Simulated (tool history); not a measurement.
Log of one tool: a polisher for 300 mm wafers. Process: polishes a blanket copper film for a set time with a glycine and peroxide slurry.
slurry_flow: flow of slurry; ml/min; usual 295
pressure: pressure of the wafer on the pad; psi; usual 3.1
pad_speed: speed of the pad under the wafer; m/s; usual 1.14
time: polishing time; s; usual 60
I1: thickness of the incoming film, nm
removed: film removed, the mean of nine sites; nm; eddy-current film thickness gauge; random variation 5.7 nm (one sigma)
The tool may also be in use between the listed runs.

run 1 hour=0 | slurry_flow=295 pressure=2.3 pad_speed=1.14 time=60 | I1=1137.4 | removed=307.9
run 2 hour=7.1 | slurry_flow=295 pressure=2.3 pad_speed=1.14 time=60 | I1=1129.5 | removed=308.5
run 3 hour=21.6 | slurry_flow=295 pressure=3.1 pad_speed=1.14 time=60 | I1=1148.8 | removed=386.3
run 4 hour=30.4 | slurry_flow=295 pressure=3.1 pad_speed=1.14 time=60 | I1=1147.2 | removed=382.1
-- hour=36.5 worn pad replaced by a new one
run 5 hour=45.5 | slurry_flow=295 pressure=3.1 pad_speed=1.14 time=60 | I1=1161.5 | removed=423.7
run 6 hour=51.5 | slurry_flow=295 pressure=3.8 pad_speed=1.14 time=60 | I1=1123.8 | removed=505.7
run 7 hour=68 | slurry_flow=295 pressure=3.8 pad_speed=1.14 time=60 | I1=1133.3 | removed=491.2
run 8 hour=83.4 | slurry_flow=295 pressure=3.1 pad_speed=1.42 time=60 | I1=1124.1 | removed=492.6
run 9 hour=92.3 | slurry_flow=295 pressure=3.1 pad_speed=1.14 time=60 | I1=1136 | removed=394.9
run 10 hour=102.3 | slurry_flow=295 pressure=3.1 pad_speed=1.14 time=60 | I1=1123.5 | removed=396.3
run 11 hour=119.7 | slurry_flow=295 pressure=3.1 pad_speed=1.14 time=60 | I1=1145.1 | removed=379.6
run 12 hour=127.5 | slurry_flow=295 pressure=3.1 pad_speed=1.14 time=60 | I1=1157.9 | removed=389.5
-- hour=139.6 worn pad replaced by a new one
run 13 hour=140.1 | slurry_flow=295 pressure=3.1 pad_speed=1.14 time=60 | I1=1134 | removed=426.1
run 14 hour=143.8 | slurry_flow=295 pressure=3.1 pad_speed=1.14 time=60 | I1=1157.5 | removed=422.3
run 15 hour=159.5 | slurry_flow=295 pressure=3.1 pad_speed=1.14 time=60 | I1=1149.2 | removed=409.5
run 16 hour=174.2 | slurry_flow=295 pressure=3.1 pad_speed=1.14 time=43 | I1=1139.5 | removed=293.1
run 17 hour=182.4 | slurry_flow=380 pressure=4.1 pad_speed=0.84 time=60 | I1=1150.4 | removed=402.6
run 18 hour=188.5 | slurry_flow=380 pressure=2.2 pad_speed=1.14 time=71 | I1=1153.4 | removed=365.6
run 19 hour=206 | slurry_flow=295 pressure=3.1 pad_speed=1.14 time=60 | I1=1129.9 | removed=390.2
-- hour=220.2 head pressure recalibrated
run 20 hour=220.7 | slurry_flow=245 pressure=4.1 pad_speed=1.14 time=39 | I1=1134.9 | removed=321.9
-- hour=231 worn pad replaced by a new one
run 21 hour=231.5 | slurry_flow=295 pressure=3.1 pad_speed=1 time=68 | I1=1153 | removed=466.1
run 22 hour=244.2 | slurry_flow=295 pressure=2.3 pad_speed=1.14 time=60 | I1=1144.6 | removed=342.4
run 23 hour=251.1 | slurry_flow=295 pressure=3.1 pad_speed=1.14 time=81 | I1=1136.2 | removed=601.9
run 24 hour=260.8 | slurry_flow=240 pressure=2.5 pad_speed=1.46 time=60 | I1=1132.3 | removed=432.8
run 25 hour=273.7 | slurry_flow=260 pressure=3.5 pad_speed=1.14 time=60 | I1=1143.9 | removed=468.2
-- hour=280.9 slurry nozzle cleaned
run 26 hour=282.2 | slurry_flow=295 pressure=2.3 pad_speed=1.46 time=60 | I1=1150.4 | removed=397.7
run 27 hour=298.1 | slurry_flow=295 pressure=2.2 pad_speed=1.02 time=60 | I1=1158.7 | removed=280
run 28 hour=314.3 | slurry_flow=295 pressure=3.1 pad_speed=1.14 time=60 | I1=1116.1 | removed=400.5
-- hour=327.6 worn pad replaced by a new one
run 29 hour=352.3 | slurry_flow=240 pressure=2.8 pad_speed=0.86 time=60 | I1=1135.4 | removed=301.3
run 30 hour=363.7 | slurry_flow=295 pressure=3.1 pad_speed=1.14 time=60 | I1=1155.2 | removed=421.4
run 31 hour=373.1 | slurry_flow=295 pressure=3.1 pad_speed=1.14 time=60 | I1=1132.2 | removed=415.8
run 32 hour=389.2 | slurry_flow=295 pressure=3.1 pad_speed=1.28 time=71 | I1=1161 | removed=524.6

Some steps in removed between neighbouring runs. How much of each would the tool show without its hidden state too (settings, what came in, random variation), and how much is left for the hidden state, with any gauge scatter that isn't in both results?
The hidden state here: removal rate lost through wear of the pad, %; slurry flow missing at the pad, %; deviation of the head's pressure from its setpoint, %.
Run 4 -> 5: worn pad replaced by a new one. removed +41.6 nm: hidden state +44.6, all else -3.
Run 12 -> 13: worn pad replaced by a new one. removed +36.6 nm: hidden state +46.7, all else -10.1.
Run 20 -> 21: slurry_flow 245 -> 295, pressure 4.1 -> 3.1, pad_speed 1.14 -> 1, time 39 -> 68, worn pad replaced by a new one. removed +144.2 nm: hidden state +35.8, all else +108.4.
Run 22 -> 23: pressure 2.3 -> 3.1, time 60 -> 81. removed +259.5 nm: hidden state -17.9, all else +277.4.
Run 23 -> 24: slurry_flow 295 -> 240, pressure 3.1 -> 2.5, pad_speed 1.14 -> 1.46, time 81 -> 60. removed -169.1 nm: hidden state +1.9, all else -171.
Run 28 -> 29: slurry_flow 295 -> 240, pressure 3.1 -> 2.8, pad_speed 1.14 -> 0.86, worn pad replaced by a new one. removed -99.2 nm: hidden state +39, all else -138.2.
